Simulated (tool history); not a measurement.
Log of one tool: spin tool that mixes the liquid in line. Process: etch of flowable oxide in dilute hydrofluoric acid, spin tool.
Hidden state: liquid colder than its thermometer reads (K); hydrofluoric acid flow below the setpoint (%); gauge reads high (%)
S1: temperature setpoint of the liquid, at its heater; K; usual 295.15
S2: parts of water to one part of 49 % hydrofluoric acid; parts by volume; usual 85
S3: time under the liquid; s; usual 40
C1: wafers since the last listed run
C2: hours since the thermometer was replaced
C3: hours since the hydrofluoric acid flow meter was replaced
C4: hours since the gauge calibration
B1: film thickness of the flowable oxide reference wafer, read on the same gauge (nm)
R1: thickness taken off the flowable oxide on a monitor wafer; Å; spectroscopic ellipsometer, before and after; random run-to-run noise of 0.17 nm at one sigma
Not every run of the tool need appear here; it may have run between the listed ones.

run   hour      S1   S2  S3   C1      C2      C3     C4     B1     R1
  1      0  295.15   85  40    0  1975.2   901.5  224.3  69.99  181.5
  2   16.5  293.65   85  45  328  1991.7     918  240.8  70.01  191.9
  3   29.9  295.15   70  40  266  2005.1   931.4  254.2  69.97  224.1
  4   42.8  295.15   70  40  256    2018   944.3  267.1  70.03  224.4
  5   55.5  295.15   75  40  252  2030.7     957  279.8  70.01  205.9
  6   67.5  295.15   75  40  238  2042.7     969  291.8  70.01  210.4
  7   82.7  295.15   85  45  302  2057.9   984.2    307  69.99    203
  8     96  295.15   85  45  264  2071.2   997.5  320.3  70.01    201
  9    108  295.15   85  45  238  2083.2  1009.5  332.3  70.02  203.9
 10  119.8  298.65   85  40  234    2095  1021.3  344.1     70  205.2
 11  127.5  298.65   85  40  153  2102.7    1029  351.8  69.99  209.5
 12  135.6  296.65   85  40  161  2110.8  1037.1  359.9  69.99    191
 13  143.2  295.15   85  40  151  2118.4  1044.7  367.5  70.02  181.5
 14  159.6  295.15   85  40  326  2134.8  1061.1  383.9  69.98  178.5
 15  170.6  295.15   85  60  218  2145.8  1072.1  394.9  70.01  271.8
 16  179.3  295.15  105  40  172  2154.5  1080.8  403.6  70.02  143.2
 17  186.9  298.15  100  35  151  2162.1  1088.4  411.2  70.01  149.7
 18  202.7  295.15   85  40  314  2177.9  1104.2    427     70  179.6

Run 19, settings as shown, results not yet in. Your forecast:
 19  217.2  295.15  85  40  288  2192.4  1118.7  441.5   ?   ?

B1: 69.99
R1: 180.2 Å
With no hidden state in the tool, this same run would have given R1 180.2 Å.
